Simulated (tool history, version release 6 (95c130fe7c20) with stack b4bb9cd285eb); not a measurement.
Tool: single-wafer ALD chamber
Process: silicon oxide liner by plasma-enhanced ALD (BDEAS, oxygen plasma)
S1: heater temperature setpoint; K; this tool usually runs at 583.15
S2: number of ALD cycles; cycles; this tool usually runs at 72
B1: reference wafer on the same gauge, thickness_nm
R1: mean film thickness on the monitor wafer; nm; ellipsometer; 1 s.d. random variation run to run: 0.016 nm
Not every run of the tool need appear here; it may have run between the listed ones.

run 1 day=0.000 | S1=592.15 S2=72 | B1=6.593 | R1=6.316
run 2 day=1.083 | S1=592.15 S2=72 | B1=6.596 | R1=6.300
run 3 day=2.654 | S1=583.15 S2=72 | B1=6.606 | R1=6.427
run 4 day=3.792 | S1=583.15 S2=72 | B1=6.611 | R1=6.418
run 5 day=4.750 | S1=583.15 S2=72 | B1=6.611 | R1=6.429
run 6 day=6.217 | S1=575.15 S2=63 | B1=6.620 | R1=5.707
run 7 day=7.092 | S1=575.15 S2=63 | B1=6.621 | R1=5.705
run 8 day=8.250 | S1=583.15 S2=72 | B1=6.626 | R1=6.445
run 9 day=9.708 | S1=583.15 S2=72 | B1=6.629 | R1=6.442
run 10 day=10.854 | S1=583.15 S2=72 | B1=6.632 | R1=6.464
run 11 day=12.012 | S1=583.15 S2=72 | B1=6.632 | R1=6.441
run 12 day=12.721 | S1=583.15 S2=72 | B1=6.636 | R1=6.460
-- day=13.225 thermocouple changed; heater temperature recalibrated
run 13 day=14.129 | S1=583.15 S2=72 | B1=6.632 | R1=6.485
run 14 day=17.025 | S1=583.15 S2=72 | B1=6.642 | R1=6.439
run 15 day=17.942 | S1=592.15 S2=60 | B1=6.645 | R1=5.294
-- day=18.729 gauge calibrated
run 16 day=19.338 | S1=583.15 S2=72 | B1=6.520 | R1=6.369
run 17 day=20.562 | S1=583.15 S2=72 | B1=6.535 | R1=6.332
run 18 day=21.725 | S1=577.15 S2=67 | B1=6.552 | R1=5.983
run 19 day=23.179 | S1=583.15 S2=77 | B1=6.564 | R1=6.817
run 20 day=24.333 | S1=583.15 S2=72 | B1=6.578 | R1=6.400
run 21 day=25.367 | S1=573.15 S2=85 | B1=6.589 | R1=7.691
run 22 day=26.554 | S1=571.15 S2=85 | B1=6.597 | R1=7.768
run 23 day=27.371 | S1=583.15 S2=72 | B1=6.605 | R1=6.411
run 24 day=28.467 | S1=572.15 S2=77 | B1=6.612 | R1=7.015

Estimate the outcome of run 25 from the log above:
run 25 day=29.812 | S1=583.15 S2=72 | B1=? | R1=?

B1: 6.620
R1: 6.440 nm
Were there no unlogged condition in the tool, this run, its random variation unchanged, would have produced R1 6.323 nm.

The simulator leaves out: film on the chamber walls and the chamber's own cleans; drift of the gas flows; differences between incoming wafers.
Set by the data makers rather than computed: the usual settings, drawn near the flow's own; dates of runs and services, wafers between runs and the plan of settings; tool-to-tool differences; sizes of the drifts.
